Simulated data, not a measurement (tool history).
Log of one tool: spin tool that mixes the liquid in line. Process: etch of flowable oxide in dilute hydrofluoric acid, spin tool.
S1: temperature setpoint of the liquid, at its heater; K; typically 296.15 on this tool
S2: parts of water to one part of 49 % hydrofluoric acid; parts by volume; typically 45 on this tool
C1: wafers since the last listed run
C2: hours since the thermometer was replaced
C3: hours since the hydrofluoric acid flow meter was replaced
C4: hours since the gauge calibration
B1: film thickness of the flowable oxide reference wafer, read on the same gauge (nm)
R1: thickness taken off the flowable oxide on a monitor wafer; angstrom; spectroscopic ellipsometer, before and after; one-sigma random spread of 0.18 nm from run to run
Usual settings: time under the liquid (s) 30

Run 1, hour 0.0: usual settings but time under the liquid (s) 40; C1 0; C2 1874.3; C3 220.7; C4 1350.0; B1 100.01. Result: R1 283.7 angstrom.
Run 2, hour 50.1: usual settings but time under the liquid (s) 40; C1 516; C2 1924.4; C3 270.8; C4 1400.1; B1 99.96. Result: R1 284.5 angstrom.
Run 3, hour 134.0: usual settings; C1 865; C2 2008.3; C3 354.7; C4 1484.0; B1 99.98. Result: R1 208.2 angstrom.
Run 4, hour 226.4: usual settings; C1 952; C2 2100.7; C3 447.1; C4 1576.4; B1 99.99. Result: R1 210.9 angstrom.
Run 5, hour 283.6: usual settings but S1 298.65 K; C1 589; C2 2157.9; C3 504.3; C4 1633.6; B1 99.97. Result: R1 229.0 angstrom.
Run 6, hour 361.1: usual settings but S1 298.65 K; C1 799; C2 2235.4; C3 581.8; C4 1711.1; B1 100.05. Result: R1 229.0 angstrom.
Run 7, hour 444.9: usual settings but S1 298.65 K; C1 864; C2 2319.2; C3 665.6; C4 1794.9; B1 100.01. Result: R1 227.3 angstrom.
At hour 610.7: hydrofluoric acid flow meter replaced.
Run 8, hour 753.1: usual settings; C1 3168; C2 2627.4; C3 142.4; C4 2103.1; B1 100.00. Result: R1 207.5 angstrom.
Run 9, hour 813.8: usual settings; C1 626; C2 2688.1; C3 203.1; C4 2163.8; B1 99.95. Result: R1 207.5 angstrom.
At hour 859.4: thermometer replaced.
Run 10, hour 876.1: usual settings but S1 301.15 K, S2 60 parts by volume, time under the liquid (s) 25; C1 632; C2 16.7; C3 265.4; C4 2226.1; B1 100.00. Result: R1 170.7 angstrom.
Run 11, hour 930.1: usual settings but S1 298.65 K; C1 556; C2 70.7; C3 319.4; C4 2280.1; B1 100.05. Result: R1 251.6 angstrom.
Run 12, hour 966.7: usual settings but S2 35 parts by volume, time under the liquid (s) 50; C1 377; C2 107.3; C3 356.0; C4 2316.7; B1 99.98. Result: R1 498.3 angstrom.
Run 13, hour 1036.8: usual settings but time under the liquid (s) 20; C1 722; C2 177.4; C3 426.1; C4 2386.8; B1 99.99. Result: R1 149.8 angstrom.
Run 14, hour 1083.7: usual settings but S1 299.15 K, S2 35 parts by volume, time under the liquid (s) 20; C1 483; C2 224.3; C3 473.0; C4 2433.7; B1 99.96. Result: R1 222.4 angstrom.
Run 15, hour 1140.1: usual settings but S1 299.65 K, S2 35 parts by volume, time under the liquid (s) 15; C1 581; C2 280.7; C3 529.4; C4 2490.1; B1 99.99. Result: R1 165.3 angstrom.
Run 16, hour 1252.3: usual settings but S1 297.65 K, S2 50 parts by volume, time under the liquid (s) 15; C1 1157; C2 392.9; C3 641.6; C4 2602.3; B1 100.00. Result: R1 104.3 angstrom.
At hour 1254.0: gauge calibrated.
Run 17, hour 1292.5: usual settings; C1 414; C2 433.1; C3 681.8; C4 38.5; B1 100.01. Result: R1 219.7 angstrom.
Run 18, hour 1370.2: usual settings but S1 292.15 K; C1 801; C2 510.8; C3 759.5; C4 116.2; B1 100.03. Result: R1 181.7 angstrom.
Run 19, hour 1471.5: usual settings but S1 298.15 K, time under the liquid (s) 50; C1 1044; C2 612.1; C3 860.8; C4 217.5; B1 99.94. Result: R1 392.7 angstrom.
Run 20, hour 1516.3: usual settings but S1 299.15 K; C1 462; C2 656.9; C3 905.6; C4 262.3; B1 100.00. Result: R1 243.6 angstrom.
Run 21, hour 1554.5: usual settings but S1 293.65 K, time under the liquid (s) 40; C1 393; C2 695.1; C3 943.8; C4 300.5; B1 99.99. Result: R1 254.6 angstrom.
Run 22, hour 1648.3: usual settings but S1 293.65 K, S2 25 parts by volume; C1 967; C2 788.9; C3 1037.6; C4 394.3; B1 100.02. Result: R1 351.1 angstrom.
Run 23, hour 1684.5: usual settings but S1 301.15 K, S2 60 parts by volume, time under the liquid (s) 25; C1 373; C2 825.1; C3 1073.8; C4 430.5; B1 99.96. Result: R1 159.8 angstrom.
At hour 1698.6: hydrofluoric acid flow meter replaced.
Run 24, hour 1784.3: usual settings but S1 292.15 K, S2 55 parts by volume, time under the liquid (s) 20; C1 1018; C2 924.9; C3 85.7; C4 530.3; B1 99.97. Result: R1 103.4 angstrom.
Run 25, hour 1857.7: usual settings but time under the liquid (s) 50; C1 756; C2 998.3; C3 159.1; C4 603.7; B1 100.02. Result: R1 374.1 angstrom.
Run 26, hour 1968.7: usual settings but S1 291.15 K, S2 35 parts by volume, time under the liquid (s) 45; C1 1144; C2 1109.3; C3 270.1; C4 714.7; B1 99.99. Result: R1 345.8 angstrom.
Run 27, hour 2046.7: usual settings but S2 60 parts by volume; C1 804; C2 1187.3; C3 348.1; C4 792.7; B1 100.00. Result: R1 161.7 angstrom.
Run 28, hour 2121.3: usual settings but S1 293.15 K; C1 769; C2 1261.9; C3 422.7; C4 867.3; B1 99.99. Result: R1 192.6 angstrom.
Run 29, hour 2212.0: usual settings; C1 935; C2 1352.6; C3 513.4; C4 958.0; B1 100.02. Result: R1 216.9 angstrom.
Run 30, hour 2292.4: usual settings but S1 291.65 K; C1 829; C2 1433.0; C3 593.8; C4 1038.4; B1 100.02. Result: R1 174.8 angstrom.
Run 31, hour 2354.5: usual settings but S2 65 parts by volume, time under the liquid (s) 45; C1 640; C2 1495.1; C3 655.9; C4 1100.5; B1 99.97. Result: R1 213.9 angstrom.
Run 32, hour 2564.2: usual settings but S2 35 parts by volume, time under the liquid (s) 25; C1 2162; C2 1704.8; C3 865.6; C4 1310.2; B1 100.01. Result: R1 227.7 angstrom.
Run 33, hour 2625.1: usual settings; C1 628; C2 1765.7; C3 926.5; C4 1371.1; B1 100.02. Result: R1 210.0 angstrom.

Below are 4 alternative next runs, each starting from the tool's condition after run 33. Predict each:
Run A, hour 2625.5: usual settings but S1 293.65 K; C1 4; C2 1766.1; C3 926.9; C4 1371.5; B1 ?. Result: R1 ?.
Run B, hour 2625.5: usual settings but S2 40 parts by volume, time under the liquid (s) 15; C1 4; C2 1766.1; C3 926.9; C4 1371.5; B1 ?. Result: R1 ?.
Run C, hour 2625.5: usual settings but S2 25 parts by volume; C1 4; C2 1766.1; C3 926.9; C4 1371.5; B1 ?. Result: R1 ?.
Run D, hour 2625.5: usual settings but S2 30 parts by volume; C1 4; C2 1766.1; C3 926.9; C4 1371.5; B1 ?. Result: R1 ?.

run     B1     R1
  A  99.96  184.4
  B  99.96  116.1
  C  99.96  379.0
  D  99.96  313.8
What these runs would have given with no unlogged condition in the tool:
run     R1
  A  211.0
  B  132.7
  C  433.1
  D  358.5

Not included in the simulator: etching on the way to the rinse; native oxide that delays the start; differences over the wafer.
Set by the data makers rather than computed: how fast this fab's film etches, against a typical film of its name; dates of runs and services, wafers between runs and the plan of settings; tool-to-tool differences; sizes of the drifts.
